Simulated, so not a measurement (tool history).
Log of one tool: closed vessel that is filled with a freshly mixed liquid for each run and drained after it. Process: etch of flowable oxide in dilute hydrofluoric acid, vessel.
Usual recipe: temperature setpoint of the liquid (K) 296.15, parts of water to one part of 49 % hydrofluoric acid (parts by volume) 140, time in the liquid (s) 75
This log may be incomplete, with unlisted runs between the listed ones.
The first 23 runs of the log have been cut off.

| run | day | temperature setpoint of the liquid (K) | parts of water to one part of 49 % hydrofluoric acid (parts by volume) | time in the liquid (s) | wafers since the last listed run | hours since the thermometer was replaced | hours since the hydrofluoric acid flow meter was replaced | hours since the gauge calibration | read-back film thickness of the flowable oxide reference wafer, read on the same gauge (nm) | thickness taken off the flowable oxide on a monitor wafer (Å) |
|---|---|---|---|---|---|---|---|---|---|---|
| 24 | 11.312 | 300.15 | 160 | 75 | 1428 | 161.5 | 140.8 | 22.9 | 139.98 | 115.7 |
| 25 | 11.733 | 296.15 | 140 | 55 | 1414 | 171.6 | 150.9 | 33.0 | 139.99 | 85.1 |
| 26 | 12.229 | 296.15 | 140 | 75 | 1666 | 183.5 | 162.8 | 44.9 | 139.99 | 115.8 |
| 27 | 12.625 | 300.15 | 200 | 45 | 1330 | 193.0 | 172.3 | 54.4 | 140.01 | 53.3 |
| 28 | 13.062 | 296.15 | 140 | 75 | 1470 | 203.5 | 182.8 | 64.9 | 140.00 | 117.3 |
| 29 | 13.733 | 296.15 | 190 | 75 | 2255 | 219.6 | 198.9 | 81.0 | 140.02 | 82.1 |
| 30 | 14.275 | 297.65 | 140 | 105 | 1820 | 232.6 | 211.9 | 94.0 | 140.00 | 174.5 |
| 31 | 14.946 | 298.15 | 140 | 35 | 2255 | 248.7 | 228.0 | 110.1 | 140.01 | 59.4 |
| 32 | 15.688 | 292.15 | 180 | 95 | 2493 | 266.5 | 245.8 | 127.9 | 139.99 | 95.7 |
| 33 | 16.300 | 293.65 | 140 | 75 | 2059 | 281.2 | 260.5 | 142.6 | 140.00 | 107.8 |

Below are 5 alternative next runs, each starting from the tool's condition after run 33. Predict each:
| A | 16.329 | 296.15 | 140 | 75 | 98 | 281.9 | 261.2 | 143.3 | ? | ? |
| B | 16.329 | 298.15 | 195 | 75 | 98 | 281.9 | 261.2 | 143.3 | ? | ? |
| C | 16.329 | 298.15 | 205 | 110 | 98 | 281.9 | 261.2 | 143.3 | ? | ? |
| D | 16.329 | 293.15 | 205 | 75 | 98 | 281.9 | 261.2 | 143.3 | ? | ? |
| E | 16.329 | 301.15 | 90 | 60 | 98 | 281.9 | 261.2 | 143.3 | ? | ? |

| run | read-back film thickness of the flowable oxide reference wafer, read on the same gauge (nm) | thickness taken off the flowable oxide on a monitor wafer (Å) |
|---|---|---|
| A | 139.99 | 119.3 |
| B | 139.99 | 87.0 |
| C | 139.99 | 120.0 |
| D | 139.99 | 67.9 |
| E | 139.99 | 191.5 |
Had the tool no hidden state, the same runs would have come out as:
| run | thickness taken off the flowable oxide on a monitor wafer (Å) |
|---|---|
| A | 113.0 |
| B | 82.2 |
| C | 113.5 |
| D | 64.2 |
| E | 181.5 |

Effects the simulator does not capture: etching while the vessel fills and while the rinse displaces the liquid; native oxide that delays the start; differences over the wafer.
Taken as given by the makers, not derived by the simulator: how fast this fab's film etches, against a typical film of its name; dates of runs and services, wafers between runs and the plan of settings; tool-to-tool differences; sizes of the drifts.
